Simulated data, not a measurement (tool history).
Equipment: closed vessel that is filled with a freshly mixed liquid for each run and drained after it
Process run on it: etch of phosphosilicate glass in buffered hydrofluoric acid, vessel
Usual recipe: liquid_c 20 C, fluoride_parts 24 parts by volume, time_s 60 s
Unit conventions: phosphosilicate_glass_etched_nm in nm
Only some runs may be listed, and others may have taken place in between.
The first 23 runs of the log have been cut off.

run,day,liquid_c,fluoride_parts,time_s,"read-back film thickness of the phosphosilicate glass reference wafer, read on the same gauge (nm)",phosphosilicate_glass_etched_nm
24,27.933,20,28.5,60,49.97,113.55
25,28.812,20,24,60,50,129.18
26,29.854,21.5,28,40,49.99,84.16
27,30.75,22,24,60,50,144.12
28,31.292,20,26.5,90,50.01,177.76
29,32.1,20,24,60,50.01,126.87
30,32.604,17,24,90,49.98,163.49
31,33.7,18.5,20,50,50.01,111.59

Each row is a separate what-if for the run after 31, all from the same tool condition, not one after another. Results?
A,33.729,20,24,60,?,?
B,33.729,24,24,75,?,?
C,33.729,24.5,19,70,?,?
D,33.729,17,21,90,?,?
E,33.729,17,26.5,70,?,?

run,"read-back film thickness of the phosphosilicate glass reference wafer, read on the same gauge (nm)",phosphosilicate_glass_etched_nm
A,49.99,127.96
B,49.99,199.76
C,49.99,225.74
D,49.99,177.54
E,49.99,117.54
Without the tool's hidden state the same runs would have given:
run,phosphosilicate_glass_etched_nm
A,131.63
B,205.46
C,235.01
D,182.62
E,120.92
